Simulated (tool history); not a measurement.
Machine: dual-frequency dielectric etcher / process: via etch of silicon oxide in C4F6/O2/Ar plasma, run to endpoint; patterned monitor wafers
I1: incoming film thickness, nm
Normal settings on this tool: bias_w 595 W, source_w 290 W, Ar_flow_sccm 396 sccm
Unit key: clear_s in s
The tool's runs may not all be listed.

{"run": 1, "hour": 0.0, "bias_w": 565, "source_w": 290, "Ar_flow_sccm": 396, "I1": 189.2, "clear_s": 47.2}
{"run": 2, "hour": 63.9, "bias_w": 672, "source_w": 290, "Ar_flow_sccm": 396, "I1": 190.2, "clear_s": 45.5}
{"run": 3, "hour": 128.0, "bias_w": 672, "source_w": 290, "Ar_flow_sccm": 396, "I1": 192.6, "clear_s": 46}
{"run": 4, "hour": 197.1, "bias_w": 672, "source_w": 290, "Ar_flow_sccm": 396, "I1": 188.9, "clear_s": 45.2}
{"run": 5, "hour": 245.0, "bias_w": 595, "source_w": 290, "Ar_flow_sccm": 396, "I1": 189.7, "clear_s": 47}
{"run": 6, "hour": 287.2, "bias_w": 595, "source_w": 290, "Ar_flow_sccm": 396, "I1": 190.3, "clear_s": 47.3}
{"run": 7, "hour": 344.4, "bias_w": 595, "source_w": 290, "Ar_flow_sccm": 396, "I1": 189.7, "clear_s": 47.2}
{"run": 8, "hour": 401.9, "bias_w": 595, "source_w": 290, "Ar_flow_sccm": 396, "I1": 189.9, "clear_s": 47.9}
{"hour": 432.8, "done": "bias power generator calibrated"}
{"run": 9, "hour": 457.1, "bias_w": 595, "source_w": 290, "Ar_flow_sccm": 396, "I1": 191.5, "clear_s": 48.5}
{"hour": 506.4, "done": "upper electrode replaced"}
{"hour": 549.6, "done": "wet clean of the chamber"}
{"run": 10, "hour": 550.1, "bias_w": 595, "source_w": 290, "Ar_flow_sccm": 396, "I1": 190.7, "clear_s": 47.4}
{"run": 11, "hour": 597.9, "bias_w": 491, "source_w": 270, "Ar_flow_sccm": 433, "I1": 190.7, "clear_s": 51.6}
{"run": 12, "hour": 630.7, "bias_w": 661, "source_w": 290, "Ar_flow_sccm": 396, "I1": 190.9, "clear_s": 46}
{"hour": 667.3, "done": "source power generator calibrated"}
{"run": 13, "hour": 667.8, "bias_w": 595, "source_w": 290, "Ar_flow_sccm": 478, "I1": 189.7, "clear_s": 47.4}
{"hour": 692.4, "done": "Ar flow controller replaced"}
{"run": 14, "hour": 850.7, "bias_w": 595, "source_w": 260, "Ar_flow_sccm": 430, "I1": 190.5, "clear_s": 50.1}
{"run": 15, "hour": 895.0, "bias_w": 595, "source_w": 290, "Ar_flow_sccm": 396, "I1": 190.1, "clear_s": 47.7}
{"run": 16, "hour": 962.7, "bias_w": 595, "source_w": 350, "Ar_flow_sccm": 396, "I1": 190.9, "clear_s": 44.8}
{"run": 17, "hour": 1022.3, "bias_w": 595, "source_w": 290, "Ar_flow_sccm": 396, "I1": 189.9, "clear_s": 47.9}
{"run": 18, "hour": 1051.2, "bias_w": 546, "source_w": 250, "Ar_flow_sccm": 307, "I1": 189.4, "clear_s": 51}

Here are 3 independent what-if runs from the current tool condition. What would each one return?
{"run": "A", "hour": 1051.6, "bias_w": 531, "source_w": 290, "Ar_flow_sccm": 396, "I1": 191.6, "clear_s": "?"}
{"run": "B", "hour": 1051.6, "bias_w": 713, "source_w": 250, "Ar_flow_sccm": 303, "I1": 191.6, "clear_s": "?"}
{"run": "C", "hour": 1051.6, "bias_w": 716, "source_w": 240, "Ar_flow_sccm": 363, "I1": 191.6, "clear_s": "?"}

run=A clear_s=50.2
run=B clear_s=47.4
run=C clear_s=48.8
What these runs would have given with no unlogged condition in the tool:
run=A clear_s=48.8
run=B clear_s=46.1
run=C clear_s=47.4
